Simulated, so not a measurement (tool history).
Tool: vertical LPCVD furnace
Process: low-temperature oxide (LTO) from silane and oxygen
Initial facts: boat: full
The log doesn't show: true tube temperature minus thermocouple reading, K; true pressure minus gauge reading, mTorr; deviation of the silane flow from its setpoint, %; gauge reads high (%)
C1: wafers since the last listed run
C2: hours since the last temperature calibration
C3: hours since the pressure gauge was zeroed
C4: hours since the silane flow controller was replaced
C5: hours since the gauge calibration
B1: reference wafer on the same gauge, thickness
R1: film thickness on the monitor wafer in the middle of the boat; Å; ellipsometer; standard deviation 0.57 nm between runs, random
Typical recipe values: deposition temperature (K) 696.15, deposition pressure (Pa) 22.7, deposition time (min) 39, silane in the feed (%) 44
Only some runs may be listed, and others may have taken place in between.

Run 1, hour 0: usual settings but deposition temperature (K) 704.15; C1 0; C2 1749.1; C3 1735.7; C4 7046.3; C5 56.4; B1 321.03. Result: R1 4081.9 Å.
Run 2, hour 17: usual settings but deposition temperature (K) 704.15; C1 324; C2 1766.1; C3 1752.7; C4 7063.3; C5 73.4; B1 320.96. Result: R1 4088.1 Å.
Run 3, hour 28.4: usual settings but silane in the feed (%) 50; C1 217; C2 1777.5; C3 1764.1; C4 7074.7; C5 84.8; B1 321.04. Result: R1 4236.6 Å.
Run 4, hour 40.9: usual settings but silane in the feed (%) 50; C1 238; C2 1790; C3 1776.6; C4 7087.2; C5 97.3; B1 321.05. Result: R1 4232.5 Å.
At hour 51.7: gauge calibrated.
Run 5, hour 53: usual settings but silane in the feed (%) 50; C1 231; C2 1802.1; C3 1788.7; C4 7099.3; C5 1.3; B1 321.05. Result: R1 4229.2 Å.
Run 6, hour 60.3: usual settings but deposition pressure (Pa) 25.3; C1 139; C2 1809.4; C3 1796; C4 7106.6; C5 8.6; B1 321.02. Result: R1 4235 Å.
At hour 92.2: thermocouples replaced and temperature profile calibrated.
At hour 114.2: pressure gauge zeroed.
At hour 129.1: silane flow controller replaced.
Run 7, hour 129.6: usual settings but deposition pressure (Pa) 25.3; C1 159; C2 37.4; C3 15.4; C4 0.5; C5 77.9; B1 321.03. Result: R1 4235.3 Å.
Run 8, hour 133.7: usual settings but deposition temperature (K) 693.15; C1 78; C2 41.5; C3 19.5; C4 4.6; C5 82; B1 320.94. Result: R1 3681.3 Å.
Run 9, hour 137.9: usual settings but deposition time (min) 49.5; C1 80; C2 45.7; C3 23.7; C4 8.8; C5 86.2; B1 321.03. Result: R1 4801.2 Å.
Run 10, hour 142: usual settings but deposition temperature (K) 690.15, deposition time (min) 29; C1 78; C2 49.8; C3 27.8; C4 12.9; C5 90.3; B1 321.04. Result: R1 2657.3 Å.
Run 11, hour 146.1: usual settings; C1 78; C2 53.9; C3 31.9; C4 17; C5 94.4; B1 320.93. Result: R1 3785.1 Å.
Run 12, hour 150.2: usual settings but deposition temperature (K) 691.15, silane in the feed (%) 47; C1 78; C2 58; C3 36; C4 21.1; C5 98.5; B1 321.01. Result: R1 3836.5 Å.
Run 13, hour 154.3: usual settings; C1 78; C2 62.1; C3 40.1; C4 25.2; C5 102.6; B1 320.94. Result: R1 3786.8 Å.
Run 14, hour 158.4: usual settings but deposition pressure (Pa) 18.7; C1 78; C2 66.2; C3 44.2; C4 29.3; C5 106.7; B1 321.09. Result: R1 3120.1 Å.
Run 15, hour 162.6: usual settings but deposition pressure (Pa) 20.7, deposition time (min) 25.5; C1 80; C2 70.4; C3 48.4; C4 33.5; C5 110.9; B1 321.01. Result: R1 2258.1 Å.

What will run 16 give?
Run 16, hour 170.4: usual settings but deposition temperature (K) 707.15, deposition pressure (Pa) 20.7, deposition time (min) 26.5, silane in the feed (%) 38; C1 148; C2 78.2; C3 56.2; C4 41.3; C5 118.7; B1 ?. Result: R1 ?.

{"run 16": {"B1": 320.93, "R1": 2231.6}}
Had the tool carried no hidden state, the very same run would have given R1 2231.6 Å.
